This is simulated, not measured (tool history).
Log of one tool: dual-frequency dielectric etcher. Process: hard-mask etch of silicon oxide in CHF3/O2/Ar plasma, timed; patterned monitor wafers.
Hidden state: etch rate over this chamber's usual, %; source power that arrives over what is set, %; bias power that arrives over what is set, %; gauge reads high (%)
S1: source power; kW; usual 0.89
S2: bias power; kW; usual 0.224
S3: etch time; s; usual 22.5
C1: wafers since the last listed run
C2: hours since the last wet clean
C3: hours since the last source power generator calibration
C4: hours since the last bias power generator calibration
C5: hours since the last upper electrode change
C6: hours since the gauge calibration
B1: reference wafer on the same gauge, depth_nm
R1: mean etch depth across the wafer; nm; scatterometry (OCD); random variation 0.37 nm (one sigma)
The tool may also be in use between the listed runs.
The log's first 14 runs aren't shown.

run    hour    S1     S2    S3   C1     C2      C3      C4      C5      C6    B1    R1
 15     837  0.89  0.206  22.5  432    402   844.1   646.1     880     403  57.6  55.3
 16   875.3  0.89  0.224  15.5  451  440.3   882.4   684.4   918.3   441.3  57.7  39.7
 17   934.3  0.89  0.224  22.5  695  499.3   941.4   743.4   977.3   500.3  57.6  57.6
 18   971.7  0.89  0.224  22.5  441  536.7   978.8   780.8  1014.7   537.7  57.6  58.6
     1001.6  -- wet clean of the chamber
 19  1022.7  0.69  0.275  22.5  318   21.1  1029.8   831.8  1065.7   588.7  57.5  53.1
 20  1053.8  0.89  0.224  22.5  366   52.2  1060.9   862.9  1096.8   619.8  57.5  55.5
 21  1098.9  0.76  0.224  27.5  531   97.3    1106     908  1141.9   664.9  57.6  63.5
 22  1142.8  1.07  0.168  28.5  517  141.2  1149.9   951.9  1185.8   708.8  57.6    67
 23  1200.6  0.89  0.224    28  681    199  1207.7  1009.7  1243.6   766.6  57.6  68.7
 24  1241.9  1.02  0.187  18.5  487  240.3    1249    1051  1284.9   807.9  57.6  44.9
 25  1280.3  0.89  0.224  22.5  452  278.7  1287.4  1089.4  1323.3   846.3  57.5  55.6
 26  1343.4  0.89  0.224  22.5  744  341.8  1350.5  1152.5  1386.4   909.4  57.5  56.4
 27  1373.2  0.89  0.204    17  351  371.6  1380.3  1182.3  1416.2   939.2  57.6  40.9
 28  1416.3  0.83  0.224  15.5  508  414.7  1423.4  1225.4  1459.3   982.3  57.7  37.4
 29  1470.7  1.04  0.274    26  641  469.1  1477.8  1279.8  1513.7  1036.7  57.7  76.5
     1514.6  -- wet clean of the chamber
 30    1520  0.75   0.26  19.5  298    5.4  1527.1  1329.1    1563    1086  57.5  47.2

4 ways to go on from here, each from the tool as it stands after run 30. What would each give?
  A  1520.4  0.75  0.224  22.5   4  5.8  1527.5  1329.5  1563.4  1086.4   ?   ?
  B  1520.4  0.73  0.172    29   4  5.8  1527.5  1329.5  1563.4  1086.4   ?   ?
  C  1520.4  0.78  0.257  22.5   4  5.8  1527.5  1329.5  1563.4  1086.4   ?   ?
  D  1520.4  0.82  0.248  19.5   4  5.8  1527.5  1329.5  1563.4  1086.4   ?   ?

run    B1    R1
  A  57.6    51
  B  57.6    58
  C  57.6    55
  D  57.6  47.9
Without the tool's hidden state the same runs would have given:
run    R1
  A  50.9
  B  57.8
  C  54.8
  D  47.8
